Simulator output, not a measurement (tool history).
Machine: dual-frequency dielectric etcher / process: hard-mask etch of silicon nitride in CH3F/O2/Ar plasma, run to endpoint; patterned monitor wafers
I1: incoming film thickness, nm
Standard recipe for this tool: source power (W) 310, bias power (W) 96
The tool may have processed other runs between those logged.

{"run": 1, "hour": 0.0, "source power (W)": 310, "bias power (W)": 85, "I1": 37.2, "endpoint time (s)": 57.5}
{"run": 2, "hour": 65.9, "source power (W)": 280, "bias power (W)": 96, "I1": 36.89, "endpoint time (s)": 55.9}
{"hour": 105.5, "done": "wet clean of the chamber"}
{"run": 3, "hour": 112.9, "source power (W)": 280, "bias power (W)": 96, "I1": 37.28, "endpoint time (s)": 55.6}
{"run": 4, "hour": 237.5, "source power (W)": 280, "bias power (W)": 96, "I1": 36.74, "endpoint time (s)": 54.8}
{"run": 5, "hour": 296.8, "source power (W)": 330, "bias power (W)": 96, "I1": 36.94, "endpoint time (s)": 54.1}
{"run": 6, "hour": 368.0, "source power (W)": 310, "bias power (W)": 96, "I1": 37.28, "endpoint time (s)": 54.4}
{"hour": 396.2, "done": "bias power generator calibrated"}
{"run": 7, "hour": 404.3, "source power (W)": 310, "bias power (W)": 96, "I1": 36.83, "endpoint time (s)": 53.6}
{"run": 8, "hour": 432.3, "source power (W)": 310, "bias power (W)": 96, "I1": 36.63, "endpoint time (s)": 52.8}
{"run": 9, "hour": 502.8, "source power (W)": 360, "bias power (W)": 96, "I1": 37.12, "endpoint time (s)": 51.7}
{"hour": 532.7, "done": "source power generator calibrated"}
{"run": 10, "hour": 537.4, "source power (W)": 360, "bias power (W)": 96, "I1": 36.87, "endpoint time (s)": 51.6}
{"hour": 582.1, "done": "wet clean of the chamber"}
{"run": 11, "hour": 599.8, "source power (W)": 250, "bias power (W)": 96, "I1": 36.57, "endpoint time (s)": 54.7}
{"hour": 683.6, "done": "upper electrode replaced"}
{"run": 12, "hour": 737.0, "source power (W)": 250, "bias power (W)": 96, "I1": 36.51, "endpoint time (s)": 55.1}
{"run": 13, "hour": 806.8, "source power (W)": 240, "bias power (W)": 110, "I1": 36.62, "endpoint time (s)": 52.3}
{"run": 14, "hour": 833.6, "source power (W)": 280, "bias power (W)": 107, "I1": 36.76, "endpoint time (s)": 51.9}
{"run": 15, "hour": 887.3, "source power (W)": 380, "bias power (W)": 114, "I1": 36.98, "endpoint time (s)": 47.8}
{"run": 16, "hour": 937.8, "source power (W)": 260, "bias power (W)": 112, "I1": 36.79, "endpoint time (s)": 52.2}
{"run": 17, "hour": 989.7, "source power (W)": 380, "bias power (W)": 105, "I1": 37.04, "endpoint time (s)": 49.9}
{"run": 18, "hour": 1181.0, "source power (W)": 380, "bias power (W)": 111, "I1": 37.01, "endpoint time (s)": 48.8}
{"hour": 1205.5, "done": "wet clean of the chamber"}
{"run": 19, "hour": 1218.8, "source power (W)": 310, "bias power (W)": 114, "I1": 37.18, "endpoint time (s)": 51.1}
{"run": 20, "hour": 1273.3, "source power (W)": 340, "bias power (W)": 74, "I1": 37.32, "endpoint time (s)": 59.6}
{"run": 21, "hour": 1336.7, "source power (W)": 270, "bias power (W)": 111, "I1": 37.03, "endpoint time (s)": 52}
{"run": 22, "hour": 1389.8, "source power (W)": 370, "bias power (W)": 113, "I1": 36.66, "endpoint time (s)": 48.6}
{"run": 23, "hour": 1458.4, "source power (W)": 230, "bias power (W)": 96, "I1": 36.88, "endpoint time (s)": 57.4}
{"run": 24, "hour": 1525.5, "source power (W)": 240, "bias power (W)": 117, "I1": 37.13, "endpoint time (s)": 52.4}
{"run": 25, "hour": 1574.2, "source power (W)": 250, "bias power (W)": 96, "I1": 37.03, "endpoint time (s)": 56.4}
{"run": 26, "hour": 1600.8, "source power (W)": 280, "bias power (W)": 109, "I1": 36.71, "endpoint time (s)": 52.4}
{"run": 27, "hour": 1665.5, "source power (W)": 310, "bias power (W)": 96, "I1": 36.86, "endpoint time (s)": 54.3}
{"run": 28, "hour": 1693.0, "source power (W)": 230, "bias power (W)": 111, "I1": 37.15, "endpoint time (s)": 54.2}
{"hour": 1743.8, "done": "wet clean of the chamber"}
{"run": 29, "hour": 1744.3, "source power (W)": 310, "bias power (W)": 96, "I1": 36.89, "endpoint time (s)": 54.3}
{"run": 30, "hour": 1758.3, "source power (W)": 310, "bias power (W)": 96, "I1": 36.66, "endpoint time (s)": 53.5}
{"run": 31, "hour": 1797.7, "source power (W)": 340, "bias power (W)": 110, "I1": 36.94, "endpoint time (s)": 50.3}
{"run": 32, "hour": 1853.8, "source power (W)": 310, "bias power (W)": 119, "I1": 37.06, "endpoint time (s)": 49}
{"hour": 1884.4, "done": "bias power generator calibrated"}
{"run": 33, "hour": 1910.3, "source power (W)": 240, "bias power (W)": 114, "I1": 36.63, "endpoint time (s)": 51.1}
{"run": 34, "hour": 1941.3, "source power (W)": 380, "bias power (W)": 81, "I1": 36.95, "endpoint time (s)": 55.3}
{"run": 35, "hour": 2011.7, "source power (W)": 310, "bias power (W)": 96, "I1": 37.15, "endpoint time (s)": 53.9}

Same runs, no hidden state in the tool, same run-to-run variation:
Unlogged tool condition in this case: etch rate over this chamber's usual, %; source power that arrives over what is set, %; bias power that arrives over what is set, %.
run=1 endpoint_time_(s)=56.3
run=2 endpoint_time_(s)=54.6
run=3 endpoint_time_(s)=54.3
run=4 endpoint_time_(s)=53.6
run=5 endpoint_time_(s)=52.9
run=6 endpoint_time_(s)=53.1
run=7 endpoint_time_(s)=53.7
run=8 endpoint_time_(s)=52.8
run=9 endpoint_time_(s)=51.6
run=10 endpoint_time_(s)=51.4
run=11 endpoint_time_(s)=54.4
run=12 endpoint_time_(s)=54.7
run=13 endpoint_time_(s)=51.8
run=14 endpoint_time_(s)=51.3
run=15 endpoint_time_(s)=47.2
run=16 endpoint_time_(s)=51.5
run=17 endpoint_time_(s)=49.2
run=18 endpoint_time_(s)=48.1
run=19 endpoint_time_(s)=50.3
run=20 endpoint_time_(s)=58.7
run=21 endpoint_time_(s)=51.1
run=22 endpoint_time_(s)=47.7
run=23 endpoint_time_(s)=56.4
run=24 endpoint_time_(s)=51.4
run=25 endpoint_time_(s)=55.4
run=26 endpoint_time_(s)=51.4
run=27 endpoint_time_(s)=53.3
run=28 endpoint_time_(s)=53.2
run=29 endpoint_time_(s)=53.3
run=30 endpoint_time_(s)=52.5
run=31 endpoint_time_(s)=49.4
run=32 endpoint_time_(s)=48
run=33 endpoint_time_(s)=51
run=34 endpoint_time_(s)=55.1
run=35 endpoint_time_(s)=53.6
